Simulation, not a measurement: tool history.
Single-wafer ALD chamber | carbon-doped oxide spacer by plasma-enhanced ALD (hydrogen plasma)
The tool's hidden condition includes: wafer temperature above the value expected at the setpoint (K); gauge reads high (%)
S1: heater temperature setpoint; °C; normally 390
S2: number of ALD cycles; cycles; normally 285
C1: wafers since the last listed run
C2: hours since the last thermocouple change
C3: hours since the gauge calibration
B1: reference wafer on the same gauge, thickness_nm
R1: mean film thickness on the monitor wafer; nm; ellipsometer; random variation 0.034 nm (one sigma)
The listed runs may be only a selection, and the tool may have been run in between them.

run 1 hour=0 | S1=390 S2=285 | C1=0 C2=1094.3 C3=1012.4 | B1=15.683 | R1=13.409
run 2 hour=51.5 | S1=401 S2=321 | C1=96 C2=1145.8 C3=1063.9 | B1=15.677 | R1=15.183
run 3 hour=104.5 | S1=401 S2=321 | C1=99 C2=1198.8 C3=1116.9 | B1=15.657 | R1=15.049
run 4 hour=146.1 | S1=401 S2=321 | C1=77 C2=1240.4 C3=1158.5 | B1=15.653 | R1=15.133
run 5 hour=183.5 | S1=390 S2=285 | C1=70 C2=1277.8 C3=1195.9 | B1=15.649 | R1=13.389
run 6 hour=226.1 | S1=390 S2=272 | C1=79 C2=1320.4 C3=1238.5 | B1=15.647 | R1=12.774
run 7 hour=261.7 | S1=390 S2=272 | C1=66 C2=1356 C3=1274.1 | B1=15.62 | R1=12.759
-- hour=296 thermocouple changed; heater temperature recalibrated
run 8 hour=348.4 | S1=390 S2=272 | C1=147 C2=52.4 C3=1360.8 | B1=15.606 | R1=12.757
run 9 hour=381.7 | S1=390 S2=323 | C1=62 C2=85.7 C3=1394.1 | B1=15.599 | R1=15.112
run 10 hour=412.4 | S1=390 S2=323 | C1=57 C2=116.4 C3=1424.8 | B1=15.589 | R1=15.086
run 11 hour=469.6 | S1=390 S2=285 | C1=107 C2=173.6 C3=1482 | B1=15.582 | R1=13.336
run 12 hour=500.3 | S1=390 S2=285 | C1=57 C2=204.3 C3=1512.7 | B1=15.57 | R1=13.319
run 13 hour=545.6 | S1=390 S2=285 | C1=84 C2=249.6 C3=1558 | B1=15.556 | R1=13.376
run 14 hour=597 | S1=390 S2=285 | C1=96 C2=301 C3=1609.4 | B1=15.543 | R1=13.289
-- hour=645.4 gauge calibrated
run 15 hour=645.5 | S1=390 S2=285 | C1=90 C2=349.5 C3=0.1 | B1=15.975 | R1=13.67
run 16 hour=692.8 | S1=390 S2=285 | C1=88 C2=396.8 C3=47.4 | B1=15.964 | R1=13.667
run 17 hour=761.9 | S1=395 S2=285 | C1=129 C2=465.9 C3=116.5 | B1=15.919 | R1=13.624
run 18 hour=813.9 | S1=395 S2=285 | C1=97 C2=517.9 C3=168.5 | B1=15.929 | R1=13.654
run 19 hour=881.4 | S1=390 S2=313 | C1=126 C2=585.4 C3=236 | B1=15.905 | R1=14.976
run 20 hour=945 | S1=390 S2=285 | C1=119 C2=649 C3=299.6 | B1=15.899 | R1=13.596
run 21 hour=1001.7 | S1=390 S2=285 | C1=106 C2=705.7 C3=356.3 | B1=15.876 | R1=13.518
run 22 hour=1044 | S1=390 S2=328 | C1=79 C2=748 C3=398.6 | B1=15.872 | R1=15.61
run 23 hour=1075.3 | S1=390 S2=329 | C1=58 C2=779.3 C3=429.9 | B1=15.856 | R1=15.634
run 24 hour=1145.7 | S1=404 S2=329 | C1=131 C2=849.7 C3=500.3 | B1=15.84 | R1=15.512
run 25 hour=1188.8 | S1=394 S2=245 | C1=80 C2=892.8 C3=543.4 | B1=15.829 | R1=11.622
run 26 hour=1258.2 | S1=404 S2=264 | C1=129 C2=962.2 C3=612.8 | B1=15.809 | R1=12.417
run 27 hour=1300 | S1=390 S2=285 | C1=78 C2=1004 C3=654.6 | B1=15.79 | R1=13.48
run 28 hour=1327.9 | S1=399 S2=231 | C1=52 C2=1031.9 C3=682.5 | B1=15.789 | R1=10.89
-- hour=1384.7 thermocouple changed; heater temperature recalibrated
run 29 hour=1397.9 | S1=383 S2=253 | C1=116 C2=13.2 C3=752.5 | B1=15.755 | R1=11.984
run 30 hour=1455.8 | S1=404 S2=326 | C1=108 C2=71.1 C3=810.4 | B1=15.76 | R1=15.26
run 31 hour=1493 | S1=399 S2=259 | C1=69 C2=108.3 C3=847.6 | B1=15.751 | R1=12.255
run 32 hour=1518.6 | S1=390 S2=285 | C1=47 C2=133.9 C3=873.2 | B1=15.74 | R1=13.464
run 33 hour=1585.2 | S1=381 S2=285 | C1=124 C2=200.5 C3=939.8 | B1=15.726 | R1=13.422
run 34 hour=1630.3 | S1=390 S2=236 | C1=84 C2=245.6 C3=984.9 | B1=15.725 | R1=11.148
run 35 hour=1668.9 | S1=390 S2=252 | C1=72 C2=284.2 C3=1023.5 | B1=15.685 | R1=11.841
run 36 hour=1810.6 | S1=399 S2=331 | C1=265 C2=425.9 C3=1165.2 | B1=15.667 | R1=15.534
run 37 hour=1863.8 | S1=390 S2=238 | C1=99 C2=479.1 C3=1218.4 | B1=15.669 | R1=11.165
run 38 hour=1913.9 | S1=390 S2=285 | C1=93 C2=529.2 C3=1268.5 | B1=15.635 | R1=13.34
run 39 hour=1955.8 | S1=396 S2=258 | C1=78 C2=571.1 C3=1310.4 | B1=15.634 | R1=12.092
run 40 hour=1981.2 | S1=378 S2=241 | C1=47 C2=596.5 C3=1335.8 | B1=15.622 | R1=11.337

Selected run-to-run steps in R1, each split into two signed amounts: the part the tool would show with no hidden state at all (from settings, incoming material and random variation), and the remainder, which goes to the hidden state together with any gauge scatter not common to the measured and the hidden-state-free results:
Run 14 -> 15: gauge calibrated. R1 +0.381 nm: hidden state +0.364, all else +0.017.
Run 24 -> 25: S1 404 -> 394, S2 329 -> 245. R1 -3.89 nm: hidden state +0.006, all else -3.896.
Run 35 -> 36: S1 390 -> 399, S2 252 -> 331. R1 +3.693 nm: hidden state -0.082, all else +3.775.
Run 36 -> 37: S1 399 -> 390, S2 331 -> 238. R1 -4.369 nm: hidden state +0.054, all else -4.423.
